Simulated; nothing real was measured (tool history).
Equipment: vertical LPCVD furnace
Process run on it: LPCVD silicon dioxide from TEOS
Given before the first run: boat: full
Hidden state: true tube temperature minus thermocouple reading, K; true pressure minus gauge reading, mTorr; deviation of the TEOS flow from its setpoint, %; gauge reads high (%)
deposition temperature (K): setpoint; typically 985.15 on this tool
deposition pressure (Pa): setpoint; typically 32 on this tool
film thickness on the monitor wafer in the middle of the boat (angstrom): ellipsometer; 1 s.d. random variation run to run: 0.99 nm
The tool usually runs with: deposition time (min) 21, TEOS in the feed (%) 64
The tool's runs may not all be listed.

run,hour,deposition temperature (K),deposition pressure (Pa),deposition time (min),TEOS in the feed (%),wafers since the last listed run,hours since the last temperature calibration,hours since the pressure gauge was zeroed,hours since the TEOS flow controller was replaced,hours since the gauge calibration,"read-back reference wafer on the same gauge, thickness",film thickness on the monitor wafer in the middle of the boat (angstrom)
1,0,985.15,32,21,64,0,2062.5,1167.1,4269.2,2068.6,142.25,1741.5
2,102.7,985.15,32,21,64,2922,2165.2,1269.8,4371.9,2171.3,142.14,1750
3,184.4,985.15,32,21,64,2325,2246.9,1351.5,4453.6,2253,142.23,1746.7
4,229.7,985.15,38,21,64,1289,2292.2,1396.8,4498.9,2298.3,142.26,1916.7
5,299.5,985.15,32,21,64,1986,2362,1466.6,4568.7,2368.1,141.94,1750.8
6,394.9,985.15,32,21,64,2714,2457.4,1562,4664.1,2463.5,142.15,1754.6
# hour 439.7: TEOS flow controller replaced
7,469.4,985.15,32,21,64,1437,2531.9,1636.5,29.7,2538,142.19,1770.8
8,555.6,985.15,32,21,64,2453,2618.1,1722.7,115.9,2624.2,142.13,1768.3
9,596.1,985.15,32,21,64,1152,2658.6,1763.2,156.4,2664.7,141.68,1769.1
10,651.6,985.15,32,21,64,1579,2714.1,1818.7,211.9,2720.2,142.01,1767.6
11,810.5,985.15,32,21,64,4521,2873,1977.6,370.8,2879.1,141.9,1774.7
12,901.6,985.15,32,21,64,2592,2964.1,2068.7,461.9,2970.2,142.16,1757.6
13,961.9,985.15,26,13.5,64,1716,3024.4,2129,522.2,3030.5,142.14,1023.6
14,1060.5,985.15,32,21,64,2805,3123,2227.6,620.8,3129.1,142.06,1755.5
15,1152.6,985.15,29.3,16.5,64,2620,3215.1,2319.7,712.9,3221.2,142.32,1332.4
16,1211.5,989.15,39.3,21,64,1676,3274,2378.6,771.8,3280.1,141.68,2162.6
# hour 1334.7: gauge calibrated
17,1396.9,979.15,32,12.5,64,5276,3459.4,2564,957.2,62.2,142.1,927.2
# hour 1473.6: pressure gauge zeroed
18,1673.4,985.15,32,21,64,7185,3735.9,199.8,1233.7,338.7,142.04,1778.7
19,1723,985.15,32,21,64,1411,3785.5,249.4,1283.3,388.3,142.15,1768.4
20,1805.5,985.15,28,21,64,2347,3868,331.9,1365.8,470.8,142.14,1670.2
21,1901.4,981.15,38,15,71,2729,3963.9,427.8,1461.7,566.7,142.2,1337.9
# hour 1931.2: thermocouples replaced and temperature profile calibrated
22,2006.7,985.15,24,21,52,2313,75.5,533.1,1567,672,141.9,1360.2
23,2077.6,985.15,28,21,68,2017,146.4,604,1637.9,742.9,141.71,1661.6
24,2114.6,985.15,32,21,64,1052,183.4,641,1674.9,779.9,141.93,1718.7
25,2163.2,985.15,29.3,16.5,64,1383,232,689.6,1723.5,828.5,141.72,1297.5
26,2215.1,992.15,32,21,64,1476,283.9,741.5,1775.4,880.4,141.66,2007.5
27,2306.9,985.15,32,21,64,2612,375.7,833.3,1867.2,972.2,141.71,1738.5
28,2375.6,985.15,32,21,68,1955,444.4,902,1935.9,1040.9,142.1,1781.5
29,2451.4,985.15,29.3,21,70,2157,520.2,977.8,2011.7,1116.7,142.09,1709.2
30,2545.4,985.15,24.7,15.5,64,2675,614.2,1071.8,2105.7,1210.7,142.08,1123.3
31,2592.2,985.15,32,21,64,1331,661,1118.6,2152.5,1257.5,141.93,1718.4

Alternative continuations, all from the tool just after run 31; predict every row:
A,2595.4,985.15,32,14,64,91,664.2,1121.8,2155.7,1260.7,?,?
B,2595.4,996.15,34,18.5,56,91,664.2,1121.8,2155.7,1260.7,?,?
C,2595.4,985.15,37.3,21,64,91,664.2,1121.8,2155.7,1260.7,?,?
D,2595.4,985.15,32,16.5,76,91,664.2,1121.8,2155.7,1260.7,?,?

run,"read-back reference wafer on the same gauge, thickness",film thickness on the monitor wafer in the middle of the boat (angstrom)
A,141.85,1158.3
B,141.85,1888.3
C,141.85,1876.7
D,141.85,1487.6
Had the tool no hidden state, the same runs would have come out as:
run,film thickness on the monitor wafer in the middle of the boat (angstrom)
A,1139.9
B,1859
C,1846.9
D,1464

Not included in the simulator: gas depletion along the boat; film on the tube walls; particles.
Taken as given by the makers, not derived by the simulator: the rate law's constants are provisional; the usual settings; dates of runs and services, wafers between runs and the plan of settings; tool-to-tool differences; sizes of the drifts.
